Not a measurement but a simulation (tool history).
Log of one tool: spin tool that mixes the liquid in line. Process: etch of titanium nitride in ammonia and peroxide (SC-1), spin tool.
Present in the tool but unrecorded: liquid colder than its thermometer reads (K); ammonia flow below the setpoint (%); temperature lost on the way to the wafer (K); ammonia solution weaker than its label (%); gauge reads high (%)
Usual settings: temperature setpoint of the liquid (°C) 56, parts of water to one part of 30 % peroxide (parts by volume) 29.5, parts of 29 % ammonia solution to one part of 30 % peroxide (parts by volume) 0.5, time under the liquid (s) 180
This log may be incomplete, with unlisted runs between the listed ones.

run	hour	temperature setpoint of the liquid (°C)	parts of water to one part of 30 % peroxide (parts by volume)	parts of 29 % ammonia solution to one part of 30 % peroxide (parts by volume)	time under the liquid (s)	wafers since the last listed run	hours since the thermometer was replaced	hours since the ammonia flow meter was replaced	hours since the heated supply line was repaired	hours since the drum of ammonia solution was connected	hours since the gauge calibration	read-back film thickness of the titanium nitride reference wafer, read on the same gauge (nm)	thickness taken off the titanium nitride on a monitor wafer (Å)
1	0	56	29.5	0.5	180	0	79.1	789	2020.5	465.7	332.6	150.02	71.5
2	15.9	56	29.5	0.5	180	82	95	804.9	2036.4	481.6	348.5	149.99	71.2
3	28.1	56	20.5	0.7	220	63	107.2	817.1	2048.6	493.8	360.7	150	115.5
4	63.5	56	29.5	0.5	180	183	142.6	852.5	2084	529.2	396.1	150.01	71.5
5	75.6	56	21	0.3	180	62	154.7	864.6	2096.1	541.3	408.2	150.02	78
6	111.1	56	29.5	0.5	265	183	190.2	900.1	2131.6	576.8	443.7	149.99	105.5
7	129.1	56	40.5	0.75	180	93	208.2	918.1	2149.6	594.8	461.7	150.01	64.9
8	158.2	56	29.5	0.5	270	150	237.3	947.2	2178.7	623.9	490.8	150	106
9	179.7	56	29.5	0.5	180	111	258.8	968.7	2200.2	645.4	512.3	150.01	70.3
10	201.1	56	29.5	0.5	180	110	280.2	990.1	2221.6	666.8	533.7	149.99	71.8
11	233.3	56	19.5	0.35	180	166	312.4	1022.3	2253.8	699	565.9	149.99	84.5
# hour 243.3: ammonia flow meter replaced
12	261.4	56	29.5	0.65	105	140	340.5	18.1	2281.9	727.1	594	149.96	43.6
13	294	56	29.5	0.5	180	168	373.1	50.7	2314.5	759.7	626.6	149.99	70.3
14	310.8	51	37.5	0.5	180	86	389.9	67.5	2331.3	776.5	643.4	150.02	44.2
15	324.1	52	38	0.5	255	68	403.2	80.8	2344.6	789.8	656.7	149.99	65.9
# hour 328.6: gauge calibrated
16	340	48	22	0.35	220	82	419.1	96.7	2360.5	805.7	11.4	150.02	54.7
# hour 354.1: heated supply line repaired
17	354.6	56	29.5	0.35	240	70	433.7	111.3	0.5	820.3	26	149.98	99.5
# hour 356.9: new drum of ammonia solution connected
18	375.3	56	29.5	0.5	180	101	454.4	132	21.2	18.4	46.7	150	80.4
19	391.9	50.5	29.5	0.65	80	85	471	148.6	37.8	35	63.3	150	25.8
20	404.3	52	29.5	0.5	180	64	483.4	161	50.2	47.4	75.7	150.03	60.8
21	429.4	59.5	29.5	0.4	180	129	508.5	186.1	75.3	72.5	100.8	150.01	98
22	529.9	56	29.5	0.5	75	519	609	286.6	175.8	173	201.3	149.98	32.7
23	583.8	56	29.5	0.5	180	278	662.9	340.5	229.7	226.9	255.2	150.02	79.5

What the log doesn't show, run by run:
liquid colder than its thermometer reads (K): 0 in every run
ammonia flow below the setpoint (%): 0 in every run
ammonia solution weaker than its label (%): 0 in every run
gauge reads high (%): 0 in every run
H1: temperature lost on the way to the wafer (K)
run	H1
1	1.91
2	1.92
3	1.93
4	1.96
5	1.97
6	2
7	2.02
8	2.04
9	2.06
10	2.08
11	2.11
12	2.13
13	2.16
14	2.18
15	2.19
16	2.2
17	0.405
18	0.423
19	0.437
20	0.448
21	0.469
22	0.556
23	0.603
